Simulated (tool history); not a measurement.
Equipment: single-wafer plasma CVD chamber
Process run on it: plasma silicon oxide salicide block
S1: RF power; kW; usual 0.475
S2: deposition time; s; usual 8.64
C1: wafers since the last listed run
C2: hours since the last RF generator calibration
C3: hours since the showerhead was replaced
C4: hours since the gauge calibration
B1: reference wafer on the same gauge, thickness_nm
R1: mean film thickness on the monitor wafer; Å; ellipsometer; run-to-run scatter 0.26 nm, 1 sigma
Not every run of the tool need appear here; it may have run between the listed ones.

| run | hour | S1 | S2 | C1 | C2 | C3 | C4 | B1 | R1 |
|---|---|---|---|---|---|---|---|---|---|
| 1 | 0.0 | 0.475 | 8.64 | 0 | 1374.1 | 6257.1 | 522.8 | 73.110 | 826.49 |
| 2 | 41.5 | 0.475 | 8.64 | 1516 | 1415.6 | 6298.6 | 564.3 | 73.121 | 822.91 |
| 3 | 66.4 | 0.475 | 8.01 | 909 | 1440.5 | 6323.5 | 589.2 | 73.080 | 764.18 |
| 4 | 95.1 | 0.400 | 8.64 | 1048 | 1469.2 | 6352.2 | 617.9 | 73.072 | 781.54 |
| 5 | 108.7 | 0.400 | 8.64 | 496 | 1482.8 | 6365.8 | 631.5 | 73.108 | 781.51 |
| 6 | 141.0 | 0.475 | 8.64 | 1180 | 1515.1 | 6398.1 | 663.8 | 73.135 | 820.58 |
| 7 | 175.9 | 0.475 | 8.64 | 1274 | 1550.0 | 6433.0 | 698.7 | 73.092 | 822.98 |
| 8 | 193.6 | 0.425 | 8.19 | 646 | 1567.7 | 6450.7 | 716.4 | 73.112 | 753.42 |
| 9 | 215.9 | 0.425 | 8.19 | 814 | 1590.0 | 6473.0 | 738.7 | 73.123 | 754.11 |
| 10 | 248.6 | 0.425 | 8.19 | 1194 | 1622.7 | 6505.7 | 771.4 | 73.082 | 753.68 |
| 11 | 268.3 | 0.475 | 8.64 | 719 | 1642.4 | 6525.4 | 791.1 | 73.101 | 820.15 |
| 12 | 303.9 | 0.475 | 8.64 | 1300 | 1678.0 | 6561.0 | 826.7 | 73.101 | 819.62 |
| 13 | 333.1 | 0.475 | 7.91 | 1066 | 1707.2 | 6590.2 | 855.9 | 73.085 | 746.48 |
| 14 | 361.0 | 0.475 | 8.64 | 1019 | 1735.1 | 6618.1 | 883.8 | 73.075 | 817.33 |
| 15 | 381.5 | 0.475 | 8.64 | 748 | 1755.6 | 6638.6 | 904.3 | 73.150 | 819.38 |
| 16 | 396.4 | 0.475 | 8.64 | 544 | 1770.5 | 6653.5 | 919.2 | 73.099 | 819.94 |
| 17 | 415.6 | 0.420 | 7.90 | 701 | 1789.7 | 6672.7 | 938.4 | 73.093 | 723.75 |
|  | 440.8 | RF generator calibrated |
| 18 | 444.7 | 0.475 | 8.64 | 770 | 3.9 | 6701.8 | 967.5 | 73.096 | 836.67 |
| 19 | 462.0 | 0.475 | 8.64 | 632 | 21.2 | 6719.1 | 984.8 | 73.041 | 831.86 |
| 20 | 535.2 | 0.475 | 8.64 | 2674 | 94.4 | 6792.3 | 1058.0 | 73.127 | 839.00 |
| 21 | 570.1 | 0.530 | 10.36 | 1274 | 129.3 | 6827.2 | 1092.9 | 73.084 | 1027.83 |
|  | 618.5 | showerhead replaced |
| 22 | 619.0 | 0.390 | 9.20 | 1494 | 178.2 | 0.5 | 1141.8 | 73.093 | 838.04 |
| 23 | 646.9 | 0.475 | 8.64 | 1019 | 206.1 | 28.4 | 1169.7 | 73.098 | 835.51 |

Predict the results of run 24:
| 24 | 665.8 | 0.535 | 9.17 | 690 | 225.0 | 47.3 | 1188.6 | ? | ? |

B1: 73.124
R1: 914.43 Å
The same run, on a tool lacking any hidden state, would have yielded R1 916.54 Å.
